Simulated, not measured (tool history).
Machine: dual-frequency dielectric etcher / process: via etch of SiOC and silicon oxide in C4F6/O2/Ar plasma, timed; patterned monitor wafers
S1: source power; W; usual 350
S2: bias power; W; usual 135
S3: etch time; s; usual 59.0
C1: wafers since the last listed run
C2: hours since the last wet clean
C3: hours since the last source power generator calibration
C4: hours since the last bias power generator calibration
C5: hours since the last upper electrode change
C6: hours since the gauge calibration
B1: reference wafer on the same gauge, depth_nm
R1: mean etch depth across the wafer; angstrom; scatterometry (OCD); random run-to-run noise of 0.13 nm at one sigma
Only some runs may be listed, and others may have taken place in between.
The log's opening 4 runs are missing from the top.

{"run": 5, "day": 3.55, "S1": 350, "S2": 116, "S3": 59.0, "C1": 215, "C2": 85.7, "C3": 2899.3, "C4": 3417.4, "C5": 3686.0, "C6": 99.3, "B1": 61.2, "R1": 576}
{"run": 6, "day": 5.571, "S1": 350, "S2": 116, "S3": 59.0, "C1": 396, "C2": 134.2, "C3": 2947.8, "C4": 3465.9, "C5": 3734.5, "C6": 147.8, "B1": 61.2, "R1": 576}
{"run": 7, "day": 9.408, "S1": 350, "S2": 116, "S3": 59.0, "C1": 753, "C2": 226.3, "C3": 3039.9, "C4": 3558.0, "C5": 3826.6, "C6": 239.9, "B1": 61.3, "R1": 574}
{"run": 8, "day": 11.812, "S1": 410, "S2": 167, "S3": 68.5, "C1": 472, "C2": 284.0, "C3": 3097.6, "C4": 3615.7, "C5": 3884.3, "C6": 297.6, "B1": 61.3, "R1": 816}
{"run": 9, "day": 13.075, "S1": 370, "S2": 166, "S3": 76.0, "C1": 247, "C2": 314.3, "C3": 3127.9, "C4": 3646.0, "C5": 3914.6, "C6": 327.9, "B1": 61.3, "R1": 869}
{"day": 14.846, "done": "upper electrode replaced"}
{"run": 10, "day": 14.867, "S1": 350, "S2": 123, "S3": 76.0, "C1": 155, "C2": 357.3, "C3": 3170.9, "C4": 3689.0, "C5": 0.5, "C6": 370.9, "B1": 61.3, "R1": 760}
{"run": 11, "day": 15.0, "S1": 380, "S2": 161, "S3": 69.0, "C1": 26, "C2": 360.5, "C3": 3174.1, "C4": 3692.2, "C5": 3.7, "C6": 374.1, "B1": 61.3, "R1": 785}
{"run": 12, "day": 16.479, "S1": 350, "S2": 135, "S3": 59.0, "C1": 290, "C2": 396.0, "C3": 3209.6, "C4": 3727.7, "C5": 39.2, "C6": 409.6, "B1": 61.4, "R1": 610}
{"day": 16.733, "done": "source power generator calibrated"}
{"day": 17.604, "done": "wet clean of the chamber"}
{"run": 13, "day": 17.767, "S1": 390, "S2": 135, "S3": 49.5, "C1": 49, "C2": 3.9, "C3": 24.8, "C4": 3758.6, "C5": 70.1, "C6": 440.5, "B1": 61.3, "R1": 532}
{"run": 14, "day": 18.908, "S1": 270, "S2": 111, "S3": 69.0, "C1": 224, "C2": 31.3, "C3": 52.2, "C4": 3786.0, "C5": 97.5, "C6": 467.9, "B1": 61.4, "R1": 603}
{"run": 15, "day": 19.667, "S1": 350, "S2": 169, "S3": 59.0, "C1": 148, "C2": 49.5, "C3": 70.4, "C4": 3804.2, "C5": 115.7, "C6": 486.1, "B1": 61.3, "R1": 665}
{"run": 16, "day": 20.621, "S1": 370, "S2": 150, "S3": 74.0, "C1": 187, "C2": 72.4, "C3": 93.3, "C4": 3827.1, "C5": 138.6, "C6": 509.0, "B1": 61.4, "R1": 817}

Run 17, settings as shown, results not yet in. Your forecast:
{"day": 21.929, "done": "bias power generator calibrated"}
{"run": 17, "day": 21.95, "S1": 380, "S2": 135, "S3": 59.0, "C1": 228, "C2": 104.3, "C3": 125.2, "C4": 0.5, "C5": 170.5, "C6": 540.9, "B1": "?", "R1": "?"}

For run 17 the tool returned B1 61.5, R1 629 angstrom.
Without the tool's hidden state the same run would have given R1 625 angstrom.
